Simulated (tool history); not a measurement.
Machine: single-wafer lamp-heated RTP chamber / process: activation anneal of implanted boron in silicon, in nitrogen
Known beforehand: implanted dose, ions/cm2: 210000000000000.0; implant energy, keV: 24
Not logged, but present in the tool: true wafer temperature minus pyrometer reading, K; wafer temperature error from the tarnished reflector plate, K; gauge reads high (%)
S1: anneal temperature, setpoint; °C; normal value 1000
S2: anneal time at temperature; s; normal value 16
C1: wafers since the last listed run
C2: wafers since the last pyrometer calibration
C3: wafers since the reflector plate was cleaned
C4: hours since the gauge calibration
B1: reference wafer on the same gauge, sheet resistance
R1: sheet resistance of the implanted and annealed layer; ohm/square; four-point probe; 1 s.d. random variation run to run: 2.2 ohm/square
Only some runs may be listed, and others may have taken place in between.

{"run": 1, "hour": 0.0, "S1": 1000, "S2": 16, "C1": 0, "C2": 3472, "C3": 5109, "C4": 126.9, "B1": 396.6, "R1": 429.48}
{"run": 2, "hour": 15.2, "S1": 1000, "S2": 16, "C1": 211, "C2": 3683, "C3": 5320, "C4": 142.1, "B1": 397.02, "R1": 426.27}
{"run": 3, "hour": 27.7, "S1": 1000, "S2": 16, "C1": 173, "C2": 3857, "C3": 5494, "C4": 154.6, "B1": 396.91, "R1": 426.56}
{"run": 4, "hour": 41.3, "S1": 992, "S2": 23, "C1": 188, "C2": 4046, "C3": 5683, "C4": 168.2, "B1": 395.27, "R1": 432.58}
{"run": 5, "hour": 54.2, "S1": 1013, "S2": 16, "C1": 179, "C2": 4225, "C3": 5862, "C4": 181.1, "B1": 395.65, "R1": 425.06}
{"run": 6, "hour": 63.7, "S1": 1000, "S2": 11, "C1": 131, "C2": 4357, "C3": 5994, "C4": 190.6, "B1": 396.32, "R1": 429.76}
{"run": 7, "hour": 77.9, "S1": 1000, "S2": 16, "C1": 197, "C2": 4554, "C3": 6191, "C4": 204.8, "B1": 395.9, "R1": 427.08}
{"run": 8, "hour": 92.0, "S1": 1000, "S2": 16, "C1": 195, "C2": 4750, "C3": 6387, "C4": 218.9, "B1": 396.21, "R1": 429.7}
{"run": 9, "hour": 107.9, "S1": 1000, "S2": 16, "C1": 220, "C2": 4970, "C3": 6608, "C4": 234.8, "B1": 396.19, "R1": 428.12}
{"run": 10, "hour": 118.8, "S1": 1000, "S2": 16, "C1": 151, "C2": 5122, "C3": 6759, "C4": 245.7, "B1": 395.56, "R1": 425.76}
{"run": 11, "hour": 130.0, "S1": 1000, "S2": 16, "C1": 155, "C2": 5277, "C3": 6914, "C4": 256.9, "B1": 397.2, "R1": 426.3}
{"run": 12, "hour": 142.1, "S1": 1008, "S2": 16, "C1": 168, "C2": 5445, "C3": 7083, "C4": 269, "B1": 396.68, "R1": 424.87}
{"hour": 142.4, "done": "gauge calibrated"}
{"run": 13, "hour": 154.9, "S1": 1000, "S2": 16, "C1": 177, "C2": 5623, "C3": 7260, "C4": 12.5, "B1": 396.07, "R1": 422.81}
{"run": 14, "hour": 164.2, "S1": 990, "S2": 23, "C1": 129, "C2": 5752, "C3": 7389, "C4": 21.8, "B1": 396.44, "R1": 428.46}
{"run": 15, "hour": 181.9, "S1": 980, "S2": 22, "C1": 245, "C2": 5998, "C3": 7635, "C4": 39.5, "B1": 395.07, "R1": 439.2}
{"run": 16, "hour": 190.1, "S1": 970, "S2": 19, "C1": 113, "C2": 6112, "C3": 7749, "C4": 47.7, "B1": 395.96, "R1": 449.47}
{"run": 17, "hour": 240.6, "S1": 981, "S2": 16, "C1": 701, "C2": 6813, "C3": 8450, "C4": 98.2, "B1": 395.55, "R1": 441.74}
{"run": 18, "hour": 250.9, "S1": 1000, "S2": 25, "C1": 143, "C2": 6956, "C3": 8594, "C4": 108.5, "B1": 396.02, "R1": 422.12}
{"hour": 273.5, "done": "reflector plate cleaned"}
{"hour": 300.9, "done": "pyrometer window cleaned and pyrometer calibrated"}
{"run": 19, "hour": 301.4, "S1": 975, "S2": 21, "C1": 479, "C2": 7, "C3": 276, "C4": 159, "B1": 396.15, "R1": 437.15}
{"run": 20, "hour": 312.5, "S1": 1000, "S2": 16, "C1": 154, "C2": 161, "C3": 430, "C4": 170.1, "B1": 394.95, "R1": 426.8}
{"run": 21, "hour": 325.1, "S1": 1000, "S2": 8, "C1": 174, "C2": 336, "C3": 605, "C4": 182.7, "B1": 395.01, "R1": 432.02}
{"run": 22, "hour": 342.7, "S1": 1027, "S2": 24, "C1": 244, "C2": 580, "C3": 850, "C4": 200.3, "B1": 395.86, "R1": 419.74}
{"run": 23, "hour": 356.6, "S1": 1000, "S2": 13, "C1": 193, "C2": 774, "C3": 1043, "C4": 214.2, "B1": 395.72, "R1": 428.96}
{"run": 24, "hour": 368.0, "S1": 1015, "S2": 8, "C1": 158, "C2": 932, "C3": 1201, "C4": 225.6, "B1": 396.34, "R1": 425.59}
{"run": 25, "hour": 384.5, "S1": 1000, "S2": 16, "C1": 229, "C2": 1161, "C3": 1430, "C4": 242.1, "B1": 396.57, "R1": 430.71}
{"run": 26, "hour": 390.8, "S1": 973, "S2": 11, "C1": 87, "C2": 1248, "C3": 1518, "C4": 248.4, "B1": 395, "R1": 454.09}

Hidden state at the last listed run before each entry between runs and at the first one after, where it differs:
Between runs 12 and 13: gauge calibrated (hour 142.4)
  the hidden state is the same at both runs
Between runs 18 and 19: reflector plate cleaned (hour 273.5); pyrometer window cleaned and pyrometer calibrated (hour 300.9)
  the hidden state is the same at both runs
